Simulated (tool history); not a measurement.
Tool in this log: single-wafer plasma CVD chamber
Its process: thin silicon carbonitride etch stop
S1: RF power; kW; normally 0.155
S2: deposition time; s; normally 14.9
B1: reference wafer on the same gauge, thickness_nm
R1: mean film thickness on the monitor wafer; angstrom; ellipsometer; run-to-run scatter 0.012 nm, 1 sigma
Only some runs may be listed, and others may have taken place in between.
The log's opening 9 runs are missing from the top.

{"run": 10, "day": 21.175, "S1": 0.125, "S2": 13.4, "B1": 9.786, "R1": 68.74}
{"run": 11, "day": 22.775, "S1": 0.155, "S2": 14.9, "B1": 9.775, "R1": 82.03}
{"run": 12, "day": 24.85, "S1": 0.13, "S2": 17.4, "B1": 9.781, "R1": 90.23}
{"day": 26.712, "done": "showerhead replaced"}
{"run": 13, "day": 26.754, "S1": 0.13, "S2": 12.7, "B1": 9.785, "R1": 65.88}
{"run": 14, "day": 28.475, "S1": 0.17, "S2": 14.9, "B1": 9.782, "R1": 84.53}
{"day": 29.733, "done": "gauge calibrated"}
{"run": 15, "day": 30.625, "S1": 0.185, "S2": 14.9, "B1": 9.781, "R1": 86.9}
{"run": 16, "day": 32.142, "S1": 0.155, "S2": 13.1, "B1": 9.779, "R1": 72.04}
{"run": 17, "day": 35.133, "S1": 0.155, "S2": 14.9, "B1": 9.778, "R1": 81.94}
{"run": 18, "day": 36.417, "S1": 0.155, "S2": 14.9, "B1": 9.783, "R1": 81.88}
{"run": 19, "day": 38.596, "S1": 0.155, "S2": 13, "B1": 9.778, "R1": 71.44}
{"run": 20, "day": 40.817, "S1": 0.155, "S2": 17.8, "B1": 9.782, "R1": 97.98}
{"run": 21, "day": 43.346, "S1": 0.155, "S2": 14.9, "B1": 9.777, "R1": 81.94}
{"run": 22, "day": 45.267, "S1": 0.155, "S2": 14.9, "B1": 9.777, "R1": 81.88}
{"run": 23, "day": 47.175, "S1": 0.155, "S2": 14.9, "B1": 9.781, "R1": 81.84}
{"run": 24, "day": 48.6, "S1": 0.145, "S2": 13.5, "B1": 9.777, "R1": 72.54}
{"day": 49.65, "done": "RF generator calibrated"}
{"run": 25, "day": 50.308, "S1": 0.18, "S2": 12.5, "B1": 9.779, "R1": 72.71}

Run 26, settings as shown, results not yet in. Your forecast:
{"run": 26, "day": 51.879, "S1": 0.135, "S2": 12.2, "B1": "?", "R1": "?"}

{"run 26": {"B1": 9.782, "R1": 64.37}}
With the hidden condition absent and the run-to-run variation left alone, this run would have shown R1 64.47 angstrom.
